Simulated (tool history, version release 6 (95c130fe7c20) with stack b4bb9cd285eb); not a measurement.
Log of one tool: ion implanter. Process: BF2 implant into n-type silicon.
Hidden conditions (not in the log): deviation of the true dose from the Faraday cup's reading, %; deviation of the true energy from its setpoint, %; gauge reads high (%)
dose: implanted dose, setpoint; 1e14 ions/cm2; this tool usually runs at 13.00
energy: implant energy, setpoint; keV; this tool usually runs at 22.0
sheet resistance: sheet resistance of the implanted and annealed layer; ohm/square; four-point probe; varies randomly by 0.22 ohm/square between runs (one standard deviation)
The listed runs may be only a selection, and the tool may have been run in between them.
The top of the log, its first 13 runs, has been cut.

| run | hour | dose | energy | wafers since the last listed run | hours since the last dose calibration | hours since the extraction supply was calibrated | hours since the gauge calibration | read-back reference wafer on the same gauge, sheet resistance | sheet resistance |
|---|---|---|---|---|---|---|---|---|---|
| 14 | 194.7 | 13.00 | 22.0 | 292 | 20.4 | 3850.1 | 566.3 | 175.82 | 148.15 |
| 15 | 232.4 | 11.38 | 28.0 | 841 | 58.1 | 3887.8 | 604.0 | 176.15 | 140.69 |
|  | 250.2 | gauge calibrated |
| 16 | 268.7 | 16.61 | 22.0 | 810 | 94.4 | 3924.1 | 18.5 | 175.97 | 141.53 |
| 17 | 278.0 | 15.49 | 15.0 | 207 | 103.7 | 3933.4 | 27.8 | 175.90 | 164.17 |
| 18 | 289.2 | 14.63 | 16.0 | 250 | 114.9 | 3944.6 | 39.0 | 175.99 | 162.05 |
| 19 | 302.6 | 15.92 | 22.0 | 299 | 128.3 | 3958.0 | 52.4 | 175.90 | 142.03 |
|  | 334.0 | extraction supply calibrated |
| 20 | 344.9 | 15.29 | 22.0 | 765 | 170.6 | 10.9 | 94.7 | 176.08 | 143.40 |
| 21 | 352.7 | 13.00 | 15.0 | 174 | 178.4 | 18.7 | 102.5 | 176.11 | 169.63 |
| 22 | 364.8 | 13.00 | 22.0 | 270 | 190.5 | 30.8 | 114.6 | 175.94 | 148.24 |
| 23 | 382.5 | 15.92 | 22.0 | 395 | 208.2 | 48.5 | 132.3 | 175.91 | 142.55 |
| 24 | 392.1 | 14.09 | 28.5 | 214 | 217.8 | 58.1 | 141.9 | 176.02 | 131.34 |
| 25 | 408.4 | 13.00 | 22.0 | 363 | 234.1 | 74.4 | 158.2 | 176.14 | 148.40 |
| 26 | 422.9 | 15.71 | 16.0 | 323 | 248.6 | 88.9 | 172.7 | 176.00 | 160.26 |
| 27 | 433.0 | 13.00 | 22.0 | 225 | 258.7 | 99.0 | 182.8 | 175.99 | 148.30 |
| 28 | 446.8 | 13.00 | 22.0 | 308 | 272.5 | 112.8 | 196.6 | 176.03 | 148.28 |
| 29 | 462.7 | 13.00 | 22.0 | 355 | 288.4 | 128.7 | 212.5 | 176.03 | 148.02 |
| 30 | 472.2 | 13.00 | 28.5 | 212 | 297.9 | 138.2 | 222.0 | 176.05 | 134.36 |
| 31 | 481.9 | 16.78 | 18.0 | 216 | 307.6 | 147.9 | 231.7 | 176.15 | 152.84 |
| 32 | 494.1 | 16.12 | 22.0 | 272 | 319.8 | 160.1 | 243.9 | 176.02 | 141.98 |
| 33 | 511.0 | 13.00 | 22.0 | 377 | 336.7 | 177.0 | 260.8 | 175.85 | 147.97 |
| 34 | 522.1 | 11.35 | 25.5 | 247 | 347.8 | 188.1 | 271.9 | 176.13 | 146.39 |
| 35 | 533.3 | 15.05 | 19.0 | 250 | 359.0 | 199.3 | 283.1 | 176.08 | 151.61 |
| 36 | 542.3 | 14.61 | 16.5 | 200 | 368.0 | 208.3 | 292.1 | 175.97 | 160.83 |
| 37 | 583.1 | 16.33 | 25.5 | 910 | 408.8 | 249.1 | 332.9 | 175.97 | 133.52 |

Alternative continuations, all from the tool just after run 37; predict every row:
| A | 583.5 | 13.00 | 20.0 | 8 | 409.2 | 249.5 | 333.3 | ? | ? |
| B | 583.5 | 14.93 | 15.0 | 8 | 409.2 | 249.5 | 333.3 | ? | ? |
| C | 583.5 | 9.93 | 22.0 | 8 | 409.2 | 249.5 | 333.3 | ? | ? |
| D | 583.5 | 14.40 | 26.0 | 8 | 409.2 | 249.5 | 333.3 | ? | ? |

| run | read-back reference wafer on the same gauge, sheet resistance | sheet resistance |
|---|---|---|
| A | 176.04 | 153.20 |
| B | 176.04 | 164.69 |
| C | 176.04 | 161.86 |
| D | 176.04 | 135.36 |
Without the tool's hidden state the same runs would have given:
| run | sheet resistance |
|---|---|
| A | 153.20 |
| B | 164.69 |
| C | 161.86 |
| D | 135.36 |
